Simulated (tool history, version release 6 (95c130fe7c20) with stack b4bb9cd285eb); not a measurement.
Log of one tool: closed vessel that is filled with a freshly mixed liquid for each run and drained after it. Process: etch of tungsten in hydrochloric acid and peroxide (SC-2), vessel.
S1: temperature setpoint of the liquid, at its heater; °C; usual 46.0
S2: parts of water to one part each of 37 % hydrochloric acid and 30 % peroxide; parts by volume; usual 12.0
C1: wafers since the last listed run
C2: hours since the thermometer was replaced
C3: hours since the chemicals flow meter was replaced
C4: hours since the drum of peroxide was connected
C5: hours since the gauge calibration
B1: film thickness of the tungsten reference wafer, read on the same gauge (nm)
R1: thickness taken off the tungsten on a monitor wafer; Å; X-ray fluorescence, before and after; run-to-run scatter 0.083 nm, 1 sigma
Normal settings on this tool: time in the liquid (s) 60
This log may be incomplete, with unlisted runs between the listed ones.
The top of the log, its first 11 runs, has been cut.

Run 12, hour 714.3: usual settings but S1 36.5 °C, time in the liquid (s) 90; C1 5492; C2 1907.4; C3 537.7; C4 115.9; C5 286.0; B1 80.01. Result: R1 80.6 Å.
Run 13, hour 754.7: usual settings but S1 39.5 °C, S2 8.0 parts by volume; C1 5295; C2 1947.8; C3 578.1; C4 156.3; C5 326.4; B1 80.03. Result: R1 91.9 Å.
At hour 823.4: chemicals flow meter replaced, repeated, since the last time left the tool worse.
Run 14, hour 831.3: usual settings but time in the liquid (s) 80; C1 9909; C2 2024.4; C3 7.9; C4 232.9; C5 403.0; B1 80.01. Result: R1 129.8 Å.
Run 15, hour 868.6: usual settings but time in the liquid (s) 30; C1 4889; C2 2061.7; C3 45.2; C4 270.2; C5 440.3; B1 80.00. Result: R1 48.4 Å.
Run 16, hour 962.5: usual settings but time in the liquid (s) 70; C1 12308; C2 2155.6; C3 139.1; C4 364.1; C5 534.2; B1 80.01. Result: R1 114.5 Å.
Run 17, hour 1050.3: usual settings but S1 52.5 °C, S2 6.5 parts by volume; C1 11509; C2 2243.4; C3 226.9; C4 451.9; C5 622.0; B1 80.00. Result: R1 245.6 Å.
Run 18, hour 1102.3: usual settings but S1 50.5 °C, S2 8.5 parts by volume, time in the liquid (s) 75; C1 6816; C2 2295.4; C3 278.9; C4 503.9; C5 674.0; B1 80.00. Result: R1 221.6 Å.
Run 19, hour 1181.0: usual settings but S2 14.0 parts by volume, time in the liquid (s) 45; C1 10316; C2 2374.1; C3 357.6; C4 582.6; C5 752.7; B1 80.00. Result: R1 64.7 Å.
At hour 1189.6: thermometer replaced.
At hour 1213.5: new drum of peroxide connected.
Run 20, hour 1277.3: usual settings but S1 54.0 °C, S2 6.5 parts by volume, time in the liquid (s) 70; C1 12361; C2 87.7; C3 453.9; C4 63.8; C5 849.0; B1 80.01. Result: R1 323.3 Å.
Run 21, hour 1375.5: usual settings but S1 37.5 °C; C1 12872; C2 185.9; C3 552.1; C4 162.0; C5 947.2; B1 80.01. Result: R1 54.6 Å.
Run 22, hour 1446.4: usual settings; C1 9293; C2 256.8; C3 623.0; C4 232.9; C5 1018.1; B1 80.03. Result: R1 98.3 Å.
Run 23, hour 1538.6: usual settings but time in the liquid (s) 45; C1 12085; C2 349.0; C3 715.2; C4 325.1; C5 1110.3; B1 80.01. Result: R1 74.9 Å.
Run 24, hour 1639.7: usual settings; C1 13252; C2 450.1; C3 816.3; C4 426.2; C5 1211.4; B1 79.99. Result: R1 99.4 Å.
Run 25, hour 1730.2: usual settings but S2 7.0 parts by volume; C1 11862; C2 540.6; C3 906.8; C4 516.7; C5 1301.9; B1 80.02. Result: R1 154.2 Å.
At hour 1745.4: chemicals flow meter replaced.
At hour 1953.0: new drum of peroxide connected.
Run 26, hour 1975.9: usual settings but S1 36.5 °C, S2 8.0 parts by volume, time in the liquid (s) 95; C1 31944; C2 786.3; C3 230.5; C4 22.9; C5 1547.6; B1 79.98. Result: R1 111.0 Å.
Run 27, hour 2018.3: usual settings; C1 5557; C2 828.7; C3 272.9; C4 65.3; C5 1590.0; B1 80.01. Result: R1 97.9 Å.
Run 28, hour 2287.5: usual settings but time in the liquid (s) 85; C1 35287; C2 1097.9; C3 542.1; C4 334.5; C5 1859.2; B1 80.01. Result: R1 139.9 Å.
Run 29, hour 2395.1: usual settings but S1 55.5 °C, S2 7.0 parts by volume, time in the liquid (s) 30; C1 14104; C2 1205.5; C3 649.7; C4 442.1; C5 1966.8; B1 80.01. Result: R1 142.4 Å.
Run 30, hour 2486.6: usual settings; C1 11994; C2 1297.0; C3 741.2; C4 533.6; C5 2058.3; B1 80.00. Result: R1 99.2 Å.

Each row is a separate what-if for the run after 30, all from the same tool condition, not one after another. Results?
Run A, hour 2487.3: usual settings; C1 91; C2 1297.7; C3 741.9; C4 534.3; C5 2059.0; B1 ?. Result: R1 ?.
Run B, hour 2487.3: usual settings but S1 42.5 °C, S2 6.5 parts by volume; C1 91; C2 1297.7; C3 741.9; C4 534.3; C5 2059.0; B1 ?. Result: R1 ?.
Run C, hour 2487.3: usual settings but S2 15.0 parts by volume, time in the liquid (s) 85; C1 91; C2 1297.7; C3 741.9; C4 534.3; C5 2059.0; B1 ?. Result: R1 ?.
Run D, hour 2487.3: usual settings but S2 14.0 parts by volume; C1 91; C2 1297.7; C3 741.9; C4 534.3; C5 2059.0; B1 ?. Result: R1 ?.

run     B1     R1
  A  80.01   99.1
  B  80.01  127.8
  C  80.01  115.7
  D  80.01   86.8
Stripped of hidden state, with their random variation kept, the same runs would have yielded:
run     R1
  A   96.5
  B  124.8
  C  112.6
  D   84.4
